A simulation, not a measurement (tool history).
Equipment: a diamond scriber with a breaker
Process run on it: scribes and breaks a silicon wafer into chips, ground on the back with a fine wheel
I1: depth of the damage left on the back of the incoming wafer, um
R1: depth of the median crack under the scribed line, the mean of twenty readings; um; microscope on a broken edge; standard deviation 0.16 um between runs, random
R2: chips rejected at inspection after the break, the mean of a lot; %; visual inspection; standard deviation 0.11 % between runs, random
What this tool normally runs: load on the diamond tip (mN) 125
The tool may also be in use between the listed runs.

Run 1, hour 0: usual settings but load on the diamond tip (mN) 138; I1 2.53. Result: R1 9.6 um, R2 1.74 %.
Run 2, hour 55: usual settings but load on the diamond tip (mN) 138; I1 1.98. Result: R1 9.71 um, R2 1.18 %.
Run 3, hour 125.1: usual settings but load on the diamond tip (mN) 138; I1 1.51. Result: R1 9.76 um, R2 1.03 %.
Run 4, hour 158.7: usual settings; I1 2.94. Result: R1 8.94 um, R2 4.94 %.
Run 5, hour 221: usual settings; I1 2.44. Result: R1 8.85 um, R2 3.63 %.
Run 6, hour 260.5: usual settings; I1 2.38. Result: R1 9.2 um, R2 4.24 %.
At hour 288.5: diamond tip replaced by a new one.
Run 7, hour 310.2: usual settings; I1 1.7. Result: R1 9.91 um, R2 1.56 %.
Run 8, hour 364.6: usual settings; I1 1.68. Result: R1 9.78 um, R2 0.97 %.
Run 9, hour 402.4: usual settings; I1 2.8. Result: R1 9.33 um, R2 2.52 %.
Run 10, hour 458.6: usual settings; I1 2.02. Result: R1 9.07 um, R2 1.88 %.
Run 11, hour 508.5: usual settings; I1 2.24. Result: R1 9.26 um, R2 2.66 %.
Run 12, hour 570.6: usual settings but load on the diamond tip (mN) 101; I1 1.64. Result: R1 7.75 um, R2 15.73 %.
Run 13, hour 640.8: usual settings but load on the diamond tip (mN) 101; I1 2.68. Result: R1 7.75 um, R2 18.9 %.
Run 14, hour 678.7: usual settings; I1 2.88. Result: R1 8.5 um, R2 5.67 %.
Run 15, hour 712.7: usual settings; I1 2.44. Result: R1 8.58 um, R2 4.28 %.
Run 16, hour 747.1: usual settings; I1 2.46. Result: R1 8.65 um, R2 5.24 %.
At hour 772.4: load on the tip recalibrated.
Run 17, hour 797.6: usual settings; I1 2.5. Result: R1 8.25 um, R2 10.8 %.
At hour 845.1: diamond tip replaced by a new one.
Run 18, hour 862.7: usual settings; I1 2.76. Result: R1 9.83 um, R2 2.14 %.
Run 19, hour 906.9: usual settings; I1 1.61. Result: R1 9.38 um, R2 1.25 %.
Run 20, hour 973.3: usual settings but load on the diamond tip (mN) 110; I1 2.02. Result: R1 8.16 um, R2 8.82 %.
Run 21, hour 1039.7: usual settings but load on the diamond tip (mN) 110; I1 1.96. Result: R1 8.15 um, R2 10.67 %.
Run 22, hour 1072.5: usual settings but load on the diamond tip (mN) 155; I1 2.53. Result: R1 10.28 um, R2 3 %.
Run 23, hour 1108.2: usual settings; I1 2.37. Result: R1 8.53 um, R2 5 %.
Run 24, hour 1151: usual settings but load on the diamond tip (mN) 135; I1 2.36. Result: R1 8.98 um, R2 2.28 %.
Run 25, hour 1204.1: usual settings but load on the diamond tip (mN) 105; I1 1.87. Result: R1 7.67 um, R2 16.55 %.
Run 26, hour 1241.5: usual settings; I1 2.95. Result: R1 8.55 um, R2 6.15 %.
Run 27, hour 1306.9: usual settings but load on the diamond tip (mN) 156; I1 2.8. Result: R1 9.98 um, R2 2.65 %.
At hour 1325.9: diamond tip replaced by a new one.
Run 28, hour 1373.3: usual settings but load on the diamond tip (mN) 160; I1 2.69. Result: R1 11.59 um, R2 14.22 %.
Run 29, hour 1433.3: usual settings but load on the diamond tip (mN) 139; I1 2.57. Result: R1 9.95 um, R2 3.77 %.
Run 30, hour 1500.7: usual settings; I1 2.74. Result: R1 9.45 um, R2 2.79 %.
Run 31, hour 1565.3: usual settings but load on the diamond tip (mN) 144; I1 2.44. Result: R1 9.92 um, R2 2.51 %.
Run 32, hour 1604.4: usual settings but load on the diamond tip (mN) 106; I1 1.57. Result: R1 8.09 um, R2 9.29 %.
Run 33, hour 1673.9: usual settings; I1 1.66. Result: R1 9.2 um, R2 2.17 %.
Run 34, hour 1713.7: usual settings but load on the diamond tip (mN) 107; I1 2.84. Result: R1 8.41 um, R2 13.87 %.
Run 35, hour 1771.8: usual settings; I1 2.2. Result: R1 9.15 um, R2 3.5 %.
Run 36, hour 1824.4: usual settings; I1 2.45. Result: R1 8.85 um, R2 3.88 %.
Run 37, hour 1877.4: usual settings; I1 2.21. Result: R1 8.81 um, R2 3.72 %.
At hour 1899.9: diamond tip replaced by a new one.
Run 38, hour 1945.4: usual settings but load on the diamond tip (mN) 88; I1 2.23. Result: R1 8.03 um, R2 11.35 %.
Run 39, hour 1984.5: usual settings; I1 1.8. Result: R1 9.88 um, R2 1.31 %.
Run 40, hour 2044.9: usual settings but load on the diamond tip (mN) 92; I1 2.01. Result: R1 7.99 um, R2 14.27 %.
Run 41, hour 2111.5: usual settings but load on the diamond tip (mN) 90; I1 1.84. Result: R1 7.42 um, R2 16.35 %.
Run 42, hour 2168.9: usual settings but load on the diamond tip (mN) 157; I1 2.15. Result: R1 10.73 um, R2 4.98 %.

3 options for the next run, each taken on its own from the tool as it stands now. Forecast them:
Run A, hour 2169.4: usual settings but load on the diamond tip (mN) 97; I1 1.84. Result: R1 ?, R2 ?.
Run B, hour 2169.4: usual settings but load on the diamond tip (mN) 141; I1 1.84. Result: R1 ?, R2 ?.
Run C, hour 2169.4: usual settings but load on the diamond tip (mN) 98; I1 1.84. Result: R1 ?, R2 ?.

run     R1     R2
  A   7.93  12.05
  B  10.16   1.58
  C   7.98  11.36
Take away the tool's hidden state, keep each run's random variation, and the runs would have read:
run     R1    R2
  A   8.18  9.04
  B  10.48   2.7
  C   8.23  8.43
